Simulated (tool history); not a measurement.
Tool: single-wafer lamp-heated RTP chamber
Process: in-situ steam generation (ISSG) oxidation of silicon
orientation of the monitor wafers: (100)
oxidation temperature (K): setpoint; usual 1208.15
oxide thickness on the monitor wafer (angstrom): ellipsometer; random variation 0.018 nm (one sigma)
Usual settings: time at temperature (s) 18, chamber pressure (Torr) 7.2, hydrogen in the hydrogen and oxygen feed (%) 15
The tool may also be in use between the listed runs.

run,day,oxidation temperature (K),time at temperature (s),chamber pressure (Torr),hydrogen in the hydrogen and oxygen feed (%),wafers since the last listed run,wafers since the last pyrometer calibration,hours since the pressure gauge was zeroed,hours since the hydrogen flow controller was replaced,hours since the gauge calibration,"read-back reference wafer on the same gauge, thickness",oxide thickness on the monitor wafer (angstrom)
1,0.000,1208.15,18,7.2,15,0,3285,4172.6,4427.5,313.2,3.237,38.81
2,1.229,1208.15,18,7.2,15,358,3644,4202.1,4457.0,342.7,3.234,39.09
3,2.417,1208.15,18,7.2,15,346,3991,4230.6,4485.5,371.2,3.233,38.95
4,3.438,1208.15,18,7.2,15,298,4289,4255.1,4510.0,395.7,3.220,39.30
5,4.825,1208.15,18,8.3,15,405,4694,4288.4,4543.3,429.0,3.226,39.30
6,5.550,1208.15,18,8.3,15,211,4906,4305.8,4560.7,446.4,3.237,39.45
7,6.929,1208.15,18,7.2,15,402,5308,4338.9,4593.8,479.5,3.232,39.12
8,8.033,1208.15,18,7.2,15,322,5631,4365.4,4620.3,506.0,3.229,39.45
# day 8.442: pressure gauge zeroed
9,9.050,1208.15,18,7.2,15,199,5830,14.6,4644.7,530.4,3.231,39.29
# day 10.058: gauge calibrated
10,10.246,1191.15,18,7.2,15,349,6180,43.3,4673.4,4.5,3.241,37.80
# day 12.079: pyrometer window cleaned and pyrometer calibrated
11,12.425,1208.15,23,7.2,12,538,101,95.6,4725.7,56.8,3.225,40.63
12,13.483,1208.15,11,6.9,15,309,410,121.0,4751.1,82.2,3.231,32.11

Forecast run 13:
# day 14.025: hydrogen flow controller replaced
13,14.100,1208.15,18,7.2,15,82,492,135.8,1.8,97.0,?,?

Run 13 gave read-back reference wafer on the same gauge, thickness 3.228, oxide thickness on the monitor wafer (angstrom) 38.43.
Without the tool's hidden state the same run would have given oxide thickness on the monitor wafer (angstrom) 38.24.
